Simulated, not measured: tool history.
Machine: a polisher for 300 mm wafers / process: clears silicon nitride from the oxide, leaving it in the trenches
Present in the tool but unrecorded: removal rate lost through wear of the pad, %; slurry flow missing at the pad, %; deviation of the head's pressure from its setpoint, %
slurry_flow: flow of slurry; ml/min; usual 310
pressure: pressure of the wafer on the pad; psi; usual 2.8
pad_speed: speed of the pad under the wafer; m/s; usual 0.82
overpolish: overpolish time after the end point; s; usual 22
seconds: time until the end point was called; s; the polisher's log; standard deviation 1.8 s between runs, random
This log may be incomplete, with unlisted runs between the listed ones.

run,hour,slurry_flow,pressure,pad_speed,overpolish,wafers since the last listed run,wafers polished on this pad,hours since the slurry nozzle was cleaned,hours since the head pressure was calibrated,"incoming thickness of the incoming film, nm",seconds
1,0,310,2.1,0.82,22,0,875,150.6,94.3,91,142.5
2,50.9,310,2.1,0.82,22,384,1260,201.5,145.2,91.5,143.4
3,112.4,310,2.1,0.82,22,464,1725,263,206.7,90.5,140.5
4,204.7,310,2.8,0.82,22,697,2422,355.3,299,89.5,114.7
5,278.5,310,2.8,0.96,22,557,2980,429.1,372.8,90.7,100.8
6,322.5,310,2.8,0.96,22,332,3313,473.1,416.8,90,97.7
7,408.5,385,2.8,0.82,22,649,3963,559.1,502.8,90.5,114.1
8,465.6,385,2.8,0.82,22,431,4394,616.2,559.9,88.9,110.3
# hour 510.8: slurry nozzle cleaned
# hour 511.3: worn pad replaced by a new one
9,567.8,225,2.8,0.82,12,760,426,57,662.1,88.9,113.1
10,632.1,310,2.8,0.82,22,485,912,121.3,726.4,90.4,111.3
11,716.7,310,2.8,0.82,22,639,1552,205.9,811,91.1,113
12,807.7,310,2.8,0.82,22,687,2240,296.9,902,90.9,113.6
13,898.7,310,2.8,0.82,22,687,2927,387.9,993,90.3,111.7
# hour 959: head pressure recalibrated
14,976.7,310,2.8,0.82,22,574,3502,465.9,17.7,89.5,113.3
15,1019.1,310,3.2,0.82,32,320,3822,508.3,60.1,90.3,105.6
# hour 1057.8: worn pad replaced by a new one
16,1099.8,310,2.8,0.82,22,579,317,589,140.8,90.3,114.1
# hour 1119: slurry nozzle cleaned
17,1177,405,2,0.82,22,575,893,58,218,91,140
18,1265.6,310,2.8,0.82,22,669,1562,146.6,306.6,88.3,110.7
19,1307.2,310,3.6,0.82,22,314,1877,188.2,348.2,88.4,93.7
20,1365.7,310,2.8,0.82,22,442,2319,246.7,406.7,89.1,113.3
21,1499,310,1.9,0.82,34,1007,3326,380,540,90.5,147
22,1558,265,2.8,0.82,30,445,3772,439,599,89.2,114.1
23,1627,310,2.4,0.72,17,521,4294,508,668,90.7,141.7
# hour 1682.9: worn pad replaced by a new one
24,1698.9,310,2.8,0.82,10,513,121,579.9,739.9,89.8,110.8
25,1759.8,310,2,0.82,22,460,581,640.8,800.8,89.6,132.3
# hour 1854: slurry nozzle cleaned
26,1859.2,310,2.8,0.82,22,743,1325,5.2,900.2,89.7,106.7
27,1964.9,310,2.8,0.62,11,798,2123,110.9,1005.9,91.1,147.3
28,2019.2,310,2.8,0.82,22,410,2534,165.2,1060.2,90,110.8
29,2125.3,380,2.5,0.96,28,801,3336,271.3,1166.3,90.3,95.3
# hour 2206.7: head pressure recalibrated
# hour 2312.5: worn pad replaced by a new one
30,2314.9,310,2.8,0.82,29,1387,18,460.9,108.2,90.9,116.6
31,2371.3,310,2.8,1,22,426,444,517.3,164.6,90.2,94.7
32,2416.7,205,2.8,0.7,22,343,787,562.7,210,88.4,133.3
# hour 2466.6: slurry nozzle cleaned
33,2470.4,365,2.8,0.82,26,398,1185,3.8,263.7,91.8,116.6
34,2525.6,405,3.5,0.58,12,417,1602,59,318.9,90.4,140.1
35,2569.6,395,2.8,0.82,22,332,1935,103,362.9,88.9,114.5

Here are 5 independent what-if runs from the current tool condition. What would each one return?
A,2570.1,310,2.8,0.82,22,3,1939,103.5,363.4,90.2,?
B,2570.1,250,2.4,0.74,26,3,1939,103.5,363.4,90.2,?
C,2570.1,340,2.8,0.82,10,3,1939,103.5,363.4,90.2,?
D,2570.1,340,2.3,0.82,22,3,1939,103.5,363.4,90.2,?
E,2570.1,205,2.3,0.66,33,3,1939,103.5,363.4,90.2,?

run,seconds
A,115.6
B,144.1
C,114.8
D,130.8
E,168.8
Take away the tool's hidden state, keep each run's random variation, and the runs would have read:
run,seconds
A,117
B,146
C,116.3
D,132.4
E,171
